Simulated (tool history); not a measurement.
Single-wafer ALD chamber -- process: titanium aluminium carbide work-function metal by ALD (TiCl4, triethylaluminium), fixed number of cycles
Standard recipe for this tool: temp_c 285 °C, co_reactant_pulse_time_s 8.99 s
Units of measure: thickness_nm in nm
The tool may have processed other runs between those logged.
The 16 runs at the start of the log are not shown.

run     day  temp_c  co_reactant_pulse_time_s  read-back reference wafer on the same gauge, thickness_nm  thickness_nm
 17  38.308     271                      6.69                                                      1.679         1.435
     40.600  -- triethylaluminium bottle replaced
 18  40.750     285                      8.99                                                      1.680         1.787
 19  42.867     285                      5.93                                                      1.679         1.363
 20  44.950     285                      8.99                                                      1.681         1.788
 21  46.075     285                      6.08                                                      1.678         1.409
 22  49.038     297                     10.87                                                      1.680         1.966
 23  50.667     285                      5.47                                                      1.681         1.208
 24  52.283     289                      8.99                                                      1.682         1.824
     52.704  -- gauge calibrated
 25  53.317     295                      7.07                                                      1.680         1.692
 26  54.588     290                      8.99                                                      1.678         1.837
 27  56.042     294                      8.99                                                      1.679         1.875
 28  57.917     296                      7.66                                                      1.679         1.785
 29  60.550     279                     11.86                                                      1.680         1.796
 30  62.746     285                      8.99                                                      1.680         1.786
     64.708  -- triethylaluminium bottle replaced
 31  65.529     285                      8.99                                                      1.680         1.786
 32  67.596     292                      7.34                                                      1.679         1.712
 33  69.396     299                     10.88                                                      1.679         1.986
 34  72.179     285                      8.99                                                      1.680         1.780

Predict each of these 3 candidate next runs independently; none follows another, all start after run 34:
  A  72.196     298                      8.99                                                          ?             ?
  B  72.196     272                      7.36                                                          ?             ?
  C  72.196     285                      6.02                                                          ?             ?

run  read-back reference wafer on the same gauge, thickness_nm  thickness_nm
  A                                                      1.679         1.911
  B                                                      1.679         1.542
  C                                                      1.679         1.392
Without the tool's unlogged condition, the same runs would have read:
run  thickness_nm
  A         1.911
  B         1.542
  C         1.392

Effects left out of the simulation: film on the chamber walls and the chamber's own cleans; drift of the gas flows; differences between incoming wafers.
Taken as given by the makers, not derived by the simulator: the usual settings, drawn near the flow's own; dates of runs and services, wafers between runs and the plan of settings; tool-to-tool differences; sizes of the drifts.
